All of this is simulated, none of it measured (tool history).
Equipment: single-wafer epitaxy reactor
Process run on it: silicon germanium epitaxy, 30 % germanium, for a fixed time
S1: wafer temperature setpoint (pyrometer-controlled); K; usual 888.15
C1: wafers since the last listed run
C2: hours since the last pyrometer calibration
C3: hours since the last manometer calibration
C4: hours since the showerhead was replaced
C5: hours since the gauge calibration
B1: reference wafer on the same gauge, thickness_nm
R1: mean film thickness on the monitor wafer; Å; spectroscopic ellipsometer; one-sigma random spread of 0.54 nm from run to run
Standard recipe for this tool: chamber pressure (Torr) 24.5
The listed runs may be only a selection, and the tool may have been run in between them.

Run 1, hour 0: usual settings; C1 0; C2 1607.3; C3 724.6; C4 3640.3; C5 66.2; B1 86.56. Result: R1 898.96 Å.
Run 2, hour 42.7: usual settings; C1 481; C2 1650; C3 767.3; C4 3683; C5 108.9; B1 86.535. Result: R1 897.18 Å.
Run 3, hour 107.9: usual settings; C1 734; C2 1715.2; C3 832.5; C4 3748.2; C5 174.1; B1 86.611. Result: R1 885.71 Å.
Run 4, hour 159.3: usual settings but S1 880.15 K; C1 579; C2 1766.6; C3 883.9; C4 3799.6; C5 225.5; B1 86.469. Result: R1 783.54 Å.
Run 5, hour 224.4: usual settings but S1 880.15 K; C1 733; C2 1831.7; C3 949; C4 3864.7; C5 290.6; B1 86.51. Result: R1 783.3 Å.
Run 6, hour 293.6: usual settings but S1 882.15 K; C1 779; C2 1900.9; C3 1018.2; C4 3933.9; C5 359.8; B1 86.473. Result: R1 801.38 Å.
At hour 315.2: capacitance manometer re-zeroed and calibrated.
Run 7, hour 329.6: usual settings but S1 882.15 K; C1 315; C2 1936.9; C3 14.4; C4 3969.9; C5 395.8; B1 86.486. Result: R1 837.09 Å.
Run 8, hour 382: usual settings; C1 590; C2 1989.3; C3 66.8; C4 4022.3; C5 448.2; B1 86.542. Result: R1 907.54 Å.
At hour 410.6: showerhead replaced, of another model than before.
Run 9, hour 414.6: usual settings; C1 277; C2 2021.9; C3 99.4; C4 4; C5 480.8; B1 86.337. Result: R1 910.23 Å.
Run 10, hour 520.9: usual settings; C1 1198; C2 2128.2; C3 205.7; C4 110.3; C5 587.1; B1 86.493. Result: R1 911.6 Å.
At hour 589.2: pyrometer calibrated.
Run 11, hour 589.7: usual settings but chamber pressure (Torr) 18.7; C1 685; C2 0.5; C3 274.5; C4 179.1; C5 655.9; B1 86.445. Result: R1 844.79 Å.
Run 12, hour 616.5: usual settings but S1 899.15 K, chamber pressure (Torr) 27.6; C1 302; C2 27.3; C3 301.3; C4 205.9; C5 682.7; B1 86.494. Result: R1 1125.85 Å.

Estimate the outcome of run 13 from the log above:
At hour 653.3: gauge calibrated.
Run 13, hour 682: usual settings but S1 897.15 K; C1 738; C2 92.8; C3 366.8; C4 271.4; C5 28.7; B1 ?. Result: R1 ?.

{"run 13": {"B1": 86.536, "R1": 1052.7}}
The same run, on a tool lacking any hidden state, would have yielded R1 1070.85 Å.
